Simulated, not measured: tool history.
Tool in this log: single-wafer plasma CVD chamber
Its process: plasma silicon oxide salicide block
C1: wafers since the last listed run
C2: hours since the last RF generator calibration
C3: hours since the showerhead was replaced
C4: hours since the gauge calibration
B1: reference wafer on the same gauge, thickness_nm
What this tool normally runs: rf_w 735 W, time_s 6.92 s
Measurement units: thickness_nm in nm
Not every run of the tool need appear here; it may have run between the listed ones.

run 1 hour=0 | rf_w=735 time_s=6.92 | C1=0 C2=695.2 C3=7401.4 C4=101.1 | B1=66.094 | thickness_nm=74.465
run 2 hour=54.6 | rf_w=735 time_s=6.92 | C1=2074 C2=749.8 C3=7456 C4=155.7 | B1=66.207 | thickness_nm=73.888
run 3 hour=200.3 | rf_w=735 time_s=5.94 | C1=5536 C2=895.5 C3=7601.7 C4=301.4 | B1=66.126 | thickness_nm=63.741
run 4 hour=243.4 | rf_w=735 time_s=5.94 | C1=1637 C2=938.6 C3=7644.8 C4=344.5 | B1=65.997 | thickness_nm=64.173
run 5 hour=270.3 | rf_w=735 time_s=5.94 | C1=1022 C2=965.5 C3=7671.7 C4=371.4 | B1=66.055 | thickness_nm=63.638
-- hour=439.3 showerhead replaced
run 6 hour=455.6 | rf_w=790 time_s=7.6 | C1=6737 C2=1150.8 C3=16.3 C4=556.7 | B1=66.101 | thickness_nm=83.632
run 7 hour=518.9 | rf_w=790 time_s=7.6 | C1=2405 C2=1214.1 C3=79.6 C4=620 | B1=66.145 | thickness_nm=83.34
run 8 hour=548.8 | rf_w=790 time_s=7.6 | C1=1136 C2=1244 C3=109.5 C4=649.9 | B1=66.088 | thickness_nm=83.376
run 9 hour=591.5 | rf_w=735 time_s=6.11 | C1=1622 C2=1286.7 C3=152.2 C4=692.6 | B1=66.183 | thickness_nm=65.205
-- hour=636.5 RF generator calibrated
run 10 hour=661.6 | rf_w=735 time_s=6.11 | C1=2359 C2=25.1 C3=222.3 C4=762.7 | B1=66.083 | thickness_nm=67.061
run 11 hour=691.8 | rf_w=735 time_s=7.59 | C1=1147 C2=55.3 C3=252.5 C4=792.9 | B1=66.091 | thickness_nm=82.937
-- hour=710.4 gauge calibrated
run 12 hour=763.1 | rf_w=735 time_s=5.9 | C1=2709 C2=126.6 C3=323.8 C4=52.7 | B1=66.199 | thickness_nm=64.683
run 13 hour=787.3 | rf_w=735 time_s=7.43 | C1=919 C2=150.8 C3=348 C4=76.9 | B1=66.111 | thickness_nm=80.823
run 14 hour=839.6 | rf_w=855 time_s=8.25 | C1=1987 C2=203.1 C3=400.3 C4=129.2 | B1=66.072 | thickness_nm=93.808
run 15 hour=893.5 | rf_w=625 time_s=5.55 | C1=2048 C2=257 C3=454.2 C4=183.1 | B1=66.137 | thickness_nm=57.718
run 16 hour=957.4 | rf_w=640 time_s=7.73 | C1=2428 C2=320.9 C3=518.1 C4=247 | B1=66.125 | thickness_nm=80.711
run 17 hour=1021.4 | rf_w=735 time_s=6.92 | C1=2432 C2=384.9 C3=582.1 C4=311 | B1=66.123 | thickness_nm=75.218
run 18 hour=1069.2 | rf_w=830 time_s=6.41 | C1=1816 C2=432.7 C3=629.9 C4=358.8 | B1=66.059 | thickness_nm=71.992
run 19 hour=1130.1 | rf_w=840 time_s=6.03 | C1=2314 C2=493.6 C3=690.8 C4=419.7 | B1=66.043 | thickness_nm=67.995
run 20 hour=1165.7 | rf_w=595 time_s=6.39 | C1=1352 C2=529.2 C3=726.4 C4=455.3 | B1=66.096 | thickness_nm=65.207
run 21 hour=1231.6 | rf_w=640 time_s=5.68 | C1=2504 C2=595.1 C3=792.3 C4=521.2 | B1=66.046 | thickness_nm=58.721
run 22 hour=1283.9 | rf_w=735 time_s=6.92 | C1=1987 C2=647.4 C3=844.6 C4=573.5 | B1=66.16 | thickness_nm=75.116
run 23 hour=1344.3 | rf_w=795 time_s=7.28 | C1=2295 C2=707.8 C3=905 C4=633.9 | B1=66.073 | thickness_nm=80.566
run 24 hour=1386.4 | rf_w=690 time_s=8.01 | C1=1599 C2=749.9 C3=947.1 C4=676 | B1=66.203 | thickness_nm=84.852
run 25 hour=1437.9 | rf_w=735 time_s=6.92 | C1=1957 C2=801.4 C3=998.6 C4=727.5 | B1=66.065 | thickness_nm=74.852

Each row is a separate what-if for the run after 25, all from the same tool condition, not one after another. Results?
run A hour=1438.3 | rf_w=620 time_s=6.92 | C1=15 C2=801.8 C3=999 C4=727.9 | B1=? | thickness_nm=?
run B hour=1438.3 | rf_w=815 time_s=8.15 | C1=15 C2=801.8 C3=999 C4=727.9 | B1=? | thickness_nm=?
run C hour=1438.3 | rf_w=865 time_s=6.33 | C1=15 C2=801.8 C3=999 C4=727.9 | B1=? | thickness_nm=?
run D hour=1438.3 | rf_w=665 time_s=5.79 | C1=15 C2=801.8 C3=999 C4=727.9 | B1=? | thickness_nm=?

run=A B1=66.128 thickness_nm=70.539
run=B B1=66.128 thickness_nm=89.91
run=C B1=66.128 thickness_nm=71.051
run=D B1=66.128 thickness_nm=60.224
Had the tool no hidden state, the same runs would have come out as:
run=A thickness_nm=72.086
run=B thickness_nm=91.882
run=C thickness_nm=72.61
run=D thickness_nm=61.544
